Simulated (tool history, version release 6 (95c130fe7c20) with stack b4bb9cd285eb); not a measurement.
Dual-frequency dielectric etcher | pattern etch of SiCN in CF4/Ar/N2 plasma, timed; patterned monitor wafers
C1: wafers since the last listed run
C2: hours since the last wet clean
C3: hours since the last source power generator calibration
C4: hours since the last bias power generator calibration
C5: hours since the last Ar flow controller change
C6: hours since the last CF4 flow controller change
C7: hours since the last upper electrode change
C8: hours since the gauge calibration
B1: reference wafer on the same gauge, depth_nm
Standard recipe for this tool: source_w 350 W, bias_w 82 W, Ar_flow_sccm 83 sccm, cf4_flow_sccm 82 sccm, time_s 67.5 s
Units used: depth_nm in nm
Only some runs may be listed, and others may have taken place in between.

{"run": 1, "hour": 0.0, "source_w": 350, "bias_w": 82, "Ar_flow_sccm": 83, "cf4_flow_sccm": 82, "time_s": 67.5, "C1": 0, "C2": 380.9, "C3": 2872.7, "C4": 3560.3, "C5": 53.0, "C6": 2561.9, "C7": 4914.0, "C8": 1506.2, "B1": 40.4, "depth_nm": 45.2}
{"run": 2, "hour": 50.5, "source_w": 350, "bias_w": 82, "Ar_flow_sccm": 83, "cf4_flow_sccm": 82, "time_s": 67.5, "C1": 682, "C2": 431.4, "C3": 2923.2, "C4": 3610.8, "C5": 103.5, "C6": 2612.4, "C7": 4964.5, "C8": 1556.7, "B1": 40.3, "depth_nm": 45.1}
{"run": 3, "hour": 97.6, "source_w": 350, "bias_w": 82, "Ar_flow_sccm": 83, "cf4_flow_sccm": 82, "time_s": 67.5, "C1": 636, "C2": 478.5, "C3": 2970.3, "C4": 3657.9, "C5": 150.6, "C6": 2659.5, "C7": 5011.6, "C8": 1603.8, "B1": 40.4, "depth_nm": 44.9}
{"hour": 105.6, "done": "bias power generator calibrated"}
{"hour": 130.5, "done": "wet clean of the chamber"}
{"run": 4, "hour": 131.2, "source_w": 350, "bias_w": 82, "Ar_flow_sccm": 83, "cf4_flow_sccm": 82, "time_s": 67.5, "C1": 75, "C2": 0.7, "C3": 3003.9, "C4": 25.6, "C5": 184.2, "C6": 2693.1, "C7": 5045.2, "C8": 1637.4, "B1": 40.3, "depth_nm": 44.8}
{"run": 5, "hour": 157.9, "source_w": 350, "bias_w": 99, "Ar_flow_sccm": 98, "cf4_flow_sccm": 74, "time_s": 75.0, "C1": 360, "C2": 27.4, "C3": 3030.6, "C4": 52.3, "C5": 210.9, "C6": 2719.8, "C7": 5071.9, "C8": 1664.1, "B1": 40.3, "depth_nm": 52.3}
{"hour": 159.9, "done": "gauge calibrated"}
{"hour": 321.7, "done": "CF4 flow controller replaced"}
{"run": 6, "hour": 363.2, "source_w": 380, "bias_w": 64, "Ar_flow_sccm": 83, "cf4_flow_sccm": 82, "time_s": 67.5, "C1": 2692, "C2": 232.7, "C3": 3235.9, "C4": 257.6, "C5": 416.2, "C6": 41.5, "C7": 5277.2, "C8": 203.3, "B1": 40.3, "depth_nm": 44.4}
{"run": 7, "hour": 406.3, "source_w": 350, "bias_w": 82, "Ar_flow_sccm": 66, "cf4_flow_sccm": 82, "time_s": 67.5, "C1": 582, "C2": 275.8, "C3": 3279.0, "C4": 300.7, "C5": 459.3, "C6": 84.6, "C7": 5320.3, "C8": 246.4, "B1": 40.3, "depth_nm": 45.9}
{"hour": 411.0, "done": "source power generator calibrated"}
{"run": 8, "hour": 442.0, "source_w": 280, "bias_w": 82, "Ar_flow_sccm": 83, "cf4_flow_sccm": 82, "time_s": 67.5, "C1": 428, "C2": 311.5, "C3": 31.0, "C4": 336.4, "C5": 495.0, "C6": 120.3, "C7": 5356.0, "C8": 282.1, "B1": 40.2, "depth_nm": 38.6}
{"run": 9, "hour": 466.0, "source_w": 410, "bias_w": 82, "Ar_flow_sccm": 72, "cf4_flow_sccm": 98, "time_s": 80.5, "C1": 324, "C2": 335.5, "C3": 55.0, "C4": 360.4, "C5": 519.0, "C6": 144.3, "C7": 5380.0, "C8": 306.1, "B1": 40.3, "depth_nm": 67.3}
{"run": 10, "hour": 516.0, "source_w": 380, "bias_w": 71, "Ar_flow_sccm": 68, "cf4_flow_sccm": 82, "time_s": 58.0, "C1": 675, "C2": 385.5, "C3": 105.0, "C4": 410.4, "C5": 569.0, "C6": 194.3, "C7": 5430.0, "C8": 356.1, "B1": 40.4, "depth_nm": 42.6}
{"run": 11, "hour": 581.7, "source_w": 350, "bias_w": 82, "Ar_flow_sccm": 83, "cf4_flow_sccm": 82, "time_s": 76.0, "C1": 887, "C2": 451.2, "C3": 170.7, "C4": 476.1, "C5": 634.7, "C6": 260.0, "C7": 5495.7, "C8": 421.8, "B1": 40.3, "depth_nm": 53.7}
{"run": 12, "hour": 623.2, "source_w": 430, "bias_w": 94, "Ar_flow_sccm": 89, "cf4_flow_sccm": 69, "time_s": 67.5, "C1": 560, "C2": 492.7, "C3": 212.2, "C4": 517.6, "C5": 676.2, "C6": 301.5, "C7": 5537.2, "C8": 463.3, "B1": 40.3, "depth_nm": 58.4}
{"hour": 691.8, "done": "wet clean of the chamber"}
{"run": 13, "hour": 692.3, "source_w": 350, "bias_w": 82, "Ar_flow_sccm": 77, "cf4_flow_sccm": 82, "time_s": 50.0, "C1": 609, "C2": 0.5, "C3": 281.3, "C4": 586.7, "C5": 745.3, "C6": 370.6, "C7": 5606.3, "C8": 532.4, "B1": 40.4, "depth_nm": 35.5}
{"run": 14, "hour": 734.4, "source_w": 350, "bias_w": 82, "Ar_flow_sccm": 83, "cf4_flow_sccm": 82, "time_s": 82.0, "C1": 568, "C2": 42.6, "C3": 323.4, "C4": 628.8, "C5": 787.4, "C6": 412.7, "C7": 5648.4, "C8": 574.5, "B1": 40.3, "depth_nm": 56.4}
{"run": 15, "hour": 759.9, "source_w": 350, "bias_w": 82, "Ar_flow_sccm": 83, "cf4_flow_sccm": 82, "time_s": 82.0, "C1": 344, "C2": 68.1, "C3": 348.9, "C4": 654.3, "C5": 812.9, "C6": 438.2, "C7": 5673.9, "C8": 600.0, "B1": 40.4, "depth_nm": 56.7}
{"hour": 815.4, "done": "upper electrode replaced"}
{"run": 16, "hour": 815.9, "source_w": 430, "bias_w": 82, "Ar_flow_sccm": 83, "cf4_flow_sccm": 82, "time_s": 67.5, "C1": 432, "C2": 124.1, "C3": 404.9, "C4": 710.3, "C5": 868.9, "C6": 494.2, "C7": 0.5, "C8": 656.0, "B1": 40.4, "depth_nm": 56.9}
{"run": 17, "hour": 884.1, "source_w": 350, "bias_w": 82, "Ar_flow_sccm": 83, "cf4_flow_sccm": 82, "time_s": 67.5, "C1": 921, "C2": 192.3, "C3": 473.1, "C4": 778.5, "C5": 937.1, "C6": 562.4, "C7": 68.7, "C8": 724.2, "B1": 40.3, "depth_nm": 47.2}
{"run": 18, "hour": 943.0, "source_w": 350, "bias_w": 82, "Ar_flow_sccm": 93, "cf4_flow_sccm": 82, "time_s": 51.5, "C1": 795, "C2": 251.2, "C3": 532.0, "C4": 837.4, "C5": 996.0, "C6": 621.3, "C7": 127.6, "C8": 783.1, "B1": 40.3, "depth_nm": 35.5}
{"run": 19, "hour": 987.1, "source_w": 350, "bias_w": 82, "Ar_flow_sccm": 83, "cf4_flow_sccm": 82, "time_s": 84.5, "C1": 595, "C2": 295.3, "C3": 576.1, "C4": 881.5, "C5": 1040.1, "C6": 665.4, "C7": 171.7, "C8": 827.2, "B1": 40.3, "depth_nm": 58.7}
{"run": 20, "hour": 1047.9, "source_w": 350, "bias_w": 82, "Ar_flow_sccm": 83, "cf4_flow_sccm": 82, "time_s": 67.5, "C1": 821, "C2": 356.1, "C3": 636.9, "C4": 942.3, "C5": 1100.9, "C6": 726.2, "C7": 232.5, "C8": 888.0, "B1": 40.3, "depth_nm": 47.4}
{"run": 21, "hour": 1186.3, "source_w": 310, "bias_w": 82, "Ar_flow_sccm": 83, "cf4_flow_sccm": 82, "time_s": 67.5, "C1": 1869, "C2": 494.5, "C3": 775.3, "C4": 1080.7, "C5": 1239.3, "C6": 864.6, "C7": 370.9, "C8": 1026.4, "B1": 40.4, "depth_nm": 41.9}

What if the next run were any one of these 4? Each begins from the tool's condition after run 21:
{"run": "A", "hour": 1186.7, "source_w": 350, "bias_w": 82, "Ar_flow_sccm": 83, "cf4_flow_sccm": 82, "time_s": 67.5, "C1": 5, "C2": 494.9, "C3": 775.7, "C4": 1081.1, "C5": 1239.7, "C6": 865.0, "C7": 371.3, "C8": 1026.8, "B1": "?", "depth_nm": "?"}
{"run": "B", "hour": 1186.7, "source_w": 350, "bias_w": 82, "Ar_flow_sccm": 83, "cf4_flow_sccm": 75, "time_s": 67.5, "C1": 5, "C2": 494.9, "C3": 775.7, "C4": 1081.1, "C5": 1239.7, "C6": 865.0, "C7": 371.3, "C8": 1026.8, "B1": "?", "depth_nm": "?"}
{"run": "C", "hour": 1186.7, "source_w": 350, "bias_w": 82, "Ar_flow_sccm": 83, "cf4_flow_sccm": 82, "time_s": 62.5, "C1": 5, "C2": 494.9, "C3": 775.7, "C4": 1081.1, "C5": 1239.7, "C6": 865.0, "C7": 371.3, "C8": 1026.8, "B1": "?", "depth_nm": "?"}
{"run": "D", "hour": 1186.7, "source_w": 350, "bias_w": 73, "Ar_flow_sccm": 83, "cf4_flow_sccm": 82, "time_s": 56.5, "C1": 5, "C2": 494.9, "C3": 775.7, "C4": 1081.1, "C5": 1239.7, "C6": 865.0, "C7": 371.3, "C8": 1026.8, "B1": "?", "depth_nm": "?"}

run=A B1=40.2 depth_nm=47.2
run=B B1=40.2 depth_nm=46.8
run=C B1=40.2 depth_nm=43.7
run=D B1=40.2 depth_nm=37.9
Take away the tool's hidden state, keep each run's random variation, and the runs would have read:
run=A depth_nm=47.3
run=B depth_nm=46.9
run=C depth_nm=43.8
run=D depth_nm=37.9

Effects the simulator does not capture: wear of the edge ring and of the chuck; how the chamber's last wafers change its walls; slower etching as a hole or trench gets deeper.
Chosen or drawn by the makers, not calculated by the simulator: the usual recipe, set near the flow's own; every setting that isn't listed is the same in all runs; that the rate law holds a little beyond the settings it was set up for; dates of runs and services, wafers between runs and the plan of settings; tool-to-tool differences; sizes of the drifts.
